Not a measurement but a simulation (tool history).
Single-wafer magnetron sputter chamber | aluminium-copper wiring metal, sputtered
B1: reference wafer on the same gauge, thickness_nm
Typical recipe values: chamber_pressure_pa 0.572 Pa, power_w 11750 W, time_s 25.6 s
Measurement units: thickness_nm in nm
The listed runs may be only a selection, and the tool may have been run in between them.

Run 1, hour 0.0: usual settings; B1 411.844. Result: thickness_nm 459.256 nm.
Run 2, hour 13.2: usual settings; B1 411.956. Result: thickness_nm 458.564 nm.
Run 3, hour 48.5: usual settings; B1 412.490. Result: thickness_nm 458.697 nm.
Run 4, hour 67.2: usual settings but chamber_pressure_pa 0.489 Pa, time_s 21.5 s; B1 411.977. Result: thickness_nm 392.465 nm.
Run 5, hour 102.2: usual settings but chamber_pressure_pa 0.489 Pa, time_s 21.5 s; B1 411.515. Result: thickness_nm 391.445 nm.
Run 6, hour 116.1: usual settings but time_s 28.2 s; B1 412.164. Result: thickness_nm 501.004 nm.
Run 7, hour 194.2: usual settings but time_s 28.2 s; B1 411.956. Result: thickness_nm 501.303 nm.
Run 8, hour 215.2: usual settings; B1 411.809. Result: thickness_nm 452.639 nm.
Run 9, hour 295.0: usual settings; B1 412.089. Result: thickness_nm 450.752 nm.
At hour 333.9: gauge calibrated.
At hour 349.0: magnet pack replaced.
Run 10, hour 371.6: usual settings; B1 412.039. Result: thickness_nm 446.917 nm.
Run 11, hour 393.0: usual settings; B1 411.796. Result: thickness_nm 447.422 nm.
Run 12, hour 414.4: usual settings but power_w 9450 W, time_s 22.6 s; B1 411.536. Result: thickness_nm 329.386 nm.
Run 13, hour 429.8: usual settings but power_w 9450 W, time_s 22.6 s; B1 411.901. Result: thickness_nm 328.288 nm.
Run 14, hour 446.8: usual settings but power_w 9450 W, time_s 22.6 s; B1 411.709. Result: thickness_nm 328.232 nm.
Run 15, hour 468.0: usual settings; B1 412.162. Result: thickness_nm 442.373 nm.
Run 16, hour 486.0: usual settings; B1 411.936. Result: thickness_nm 442.921 nm.
Run 17, hour 512.9: usual settings; B1 411.926. Result: thickness_nm 441.448 nm.
At hour 536.4: sputter target and shields replaced.
At hour 556.1: capacitance manometer re-zeroed and calibrated.
Run 18, hour 614.3: usual settings but chamber_pressure_pa 0.662 Pa, time_s 22.3 s; B1 411.976. Result: thickness_nm 387.875 nm.
Run 19, hour 647.1: usual settings but chamber_pressure_pa 0.761 Pa; B1 412.149. Result: thickness_nm 431.750 nm.
Run 20, hour 681.8: usual settings but chamber_pressure_pa 0.662 Pa, time_s 22.3 s; B1 412.143. Result: thickness_nm 388.507 nm.
Run 21, hour 708.5: usual settings but chamber_pressure_pa 0.760 Pa, power_w 13550 W, time_s 21.6 s; B1 412.251. Result: thickness_nm 413.045 nm.
Run 22, hour 738.7: usual settings but chamber_pressure_pa 0.655 Pa, power_w 13000 W, time_s 24.1 s; B1 412.086. Result: thickness_nm 455.442 nm.
Run 23, hour 771.5: usual settings but chamber_pressure_pa 0.451 Pa, power_w 9650 W, time_s 27.6 s; B1 411.915. Result: thickness_nm 427.225 nm.
Run 24, hour 794.0: usual settings but power_w 10350 W, time_s 23.8 s; B1 412.047. Result: thickness_nm 379.052 nm.
Run 25, hour 807.9: usual settings but chamber_pressure_pa 0.655 Pa, time_s 27.5 s; B1 412.055. Result: thickness_nm 475.785 nm.
Run 26, hour 839.8: usual settings but power_w 14350 W, time_s 29.4 s; B1 412.082. Result: thickness_nm 612.186 nm.
Run 27, hour 866.2: usual settings but chamber_pressure_pa 0.798 Pa, power_w 13550 W; B1 411.830. Result: thickness_nm 481.385 nm.
Run 28, hour 901.6: usual settings but power_w 13850 W; B1 411.804. Result: thickness_nm 516.188 nm.
Run 29, hour 916.3: usual settings but chamber_pressure_pa 0.508 Pa, time_s 24.0 s; B1 412.087. Result: thickness_nm 425.428 nm.
Run 30, hour 936.8: usual settings but chamber_pressure_pa 0.670 Pa, power_w 9200 W; B1 412.132. Result: thickness_nm 355.684 nm.

Below are 4 alternative next runs, each starting from the tool's condition after run 30. Predict each:
Run A, hour 937.2: usual settings; B1 ?. Result: thickness_nm ?.
Run B, hour 937.2: usual settings but power_w 10500 W; B1 ?. Result: thickness_nm ?.
Run C, hour 937.2: usual settings but chamber_pressure_pa 0.682 Pa, power_w 9450 W, time_s 29.1 s; B1 ?. Result: thickness_nm ?.
Run D, hour 937.2: usual settings but chamber_pressure_pa 0.416 Pa, power_w 12950 W, time_s 28.3 s; B1 ?. Result: thickness_nm ?.

run       B1  thickness_nm
  A  412.175       450.061
  B  412.175       410.233
  C  412.175       416.631
  D  412.175       561.649
Without the tool's hidden state the same runs would have given:
run  thickness_nm
  A       463.206
  B       422.215
  C       428.799
  D       578.053
